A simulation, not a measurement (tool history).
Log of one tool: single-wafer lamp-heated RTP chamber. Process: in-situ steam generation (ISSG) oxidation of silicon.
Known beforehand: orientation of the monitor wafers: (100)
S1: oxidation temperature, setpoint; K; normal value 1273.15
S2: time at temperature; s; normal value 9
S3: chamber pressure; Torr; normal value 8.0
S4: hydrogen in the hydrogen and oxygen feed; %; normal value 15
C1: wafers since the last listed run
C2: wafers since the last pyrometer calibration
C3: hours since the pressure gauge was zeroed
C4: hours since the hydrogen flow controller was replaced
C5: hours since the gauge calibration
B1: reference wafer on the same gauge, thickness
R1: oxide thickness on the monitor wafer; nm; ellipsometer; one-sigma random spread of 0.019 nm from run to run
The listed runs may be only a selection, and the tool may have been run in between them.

| run | day | S1 | S2 | S3 | S4 | C1 | C2 | C3 | C4 | C5 | B1 | R1 |
|---|---|---|---|---|---|---|---|---|---|---|---|---|
| 1 | 0.000 | 1273.15 | 9 | 8.0 | 15 | 0 | 3869 | 3081.0 | 1915.2 | 522.0 | 3.597 | 3.664 |
| 2 | 1.912 | 1273.15 | 9 | 8.0 | 13 | 602 | 4471 | 3126.9 | 1961.1 | 567.9 | 3.600 | 3.579 |
| 3 | 3.688 | 1273.15 | 9 | 8.0 | 13 | 559 | 5031 | 3169.5 | 2003.7 | 610.5 | 3.602 | 3.586 |
|  | 6.396 | pyrometer window cleaned and pyrometer calibrated |
| 4 | 6.417 | 1273.15 | 9 | 8.0 | 13 | 754 | 6 | 3235.0 | 2069.2 | 676.0 | 3.595 | 3.554 |
| 5 | 7.992 | 1273.15 | 9 | 8.0 | 15 | 496 | 502 | 3272.8 | 2107.0 | 713.8 | 3.601 | 3.645 |
| 6 | 9.417 | 1273.15 | 9 | 8.0 | 15 | 448 | 951 | 3307.0 | 2141.2 | 748.0 | 3.606 | 3.667 |
| 7 | 12.200 | 1273.15 | 9 | 8.0 | 15 | 876 | 1828 | 3373.8 | 2208.0 | 814.8 | 3.607 | 3.654 |
| 8 | 13.842 | 1273.15 | 9 | 8.0 | 15 | 517 | 2345 | 3413.2 | 2247.4 | 854.2 | 3.597 | 3.700 |
| 9 | 15.908 | 1273.15 | 9 | 7.1 | 15 | 650 | 2996 | 3462.8 | 2297.0 | 903.8 | 3.605 | 3.685 |
| 10 | 16.950 | 1273.15 | 9 | 8.0 | 15 | 328 | 3324 | 3487.8 | 2322.0 | 928.8 | 3.610 | 3.699 |
|  | 17.679 | gauge calibrated |
| 11 | 18.025 | 1273.15 | 9 | 8.0 | 15 | 338 | 3663 | 3513.6 | 2347.8 | 8.3 | 3.601 | 3.699 |
|  | 19.142 | pressure gauge zeroed |
| 12 | 20.825 | 1290.15 | 9 | 8.0 | 15 | 776 | 4440 | 40.4 | 2415.0 | 75.5 | 3.600 | 3.945 |
| 13 | 22.192 | 1273.15 | 9 | 8.0 | 15 | 430 | 4870 | 73.2 | 2447.8 | 108.3 | 3.603 | 3.698 |
| 14 | 25.138 | 1273.15 | 7 | 7.4 | 15 | 927 | 5798 | 143.9 | 2518.5 | 179.0 | 3.603 | 3.327 |
|  | 25.612 | pyrometer window cleaned and pyrometer calibrated |
| 15 | 26.888 | 1293.15 | 12 | 8.9 | 11 | 446 | 401 | 185.9 | 2560.5 | 221.0 | 3.606 | 4.308 |
| 16 | 29.825 | 1273.15 | 9 | 8.0 | 15 | 925 | 1326 | 256.4 | 2631.0 | 291.5 | 3.597 | 3.781 |
| 17 | 31.038 | 1273.15 | 9 | 8.0 | 15 | 381 | 1708 | 285.5 | 2660.1 | 320.6 | 3.603 | 3.790 |
|  | 33.467 | pyrometer window cleaned and pyrometer calibrated, repeated, since the last time left the tool worse |
| 18 | 33.488 | 1293.15 | 11 | 9.1 | 11 | 666 | 6 | 344.3 | 2718.9 | 379.4 | 3.593 | 3.937 |
|  | 34.700 | hydrogen flow controller replaced |
| 19 | 36.046 | 1273.15 | 8 | 8.0 | 15 | 700 | 707 | 405.7 | 32.3 | 440.8 | 3.599 | 3.453 |

Predict the results of run 20:
| 20 | 38.079 | 1273.15 | 9 | 9.4 | 15 | 640 | 1347 | 454.5 | 81.1 | 489.6 | ? | ? |

Run 20 came out at B1 3.602, R1 3.653 nm.
With no hidden state in the tool, this same run would have given R1 3.624 nm.
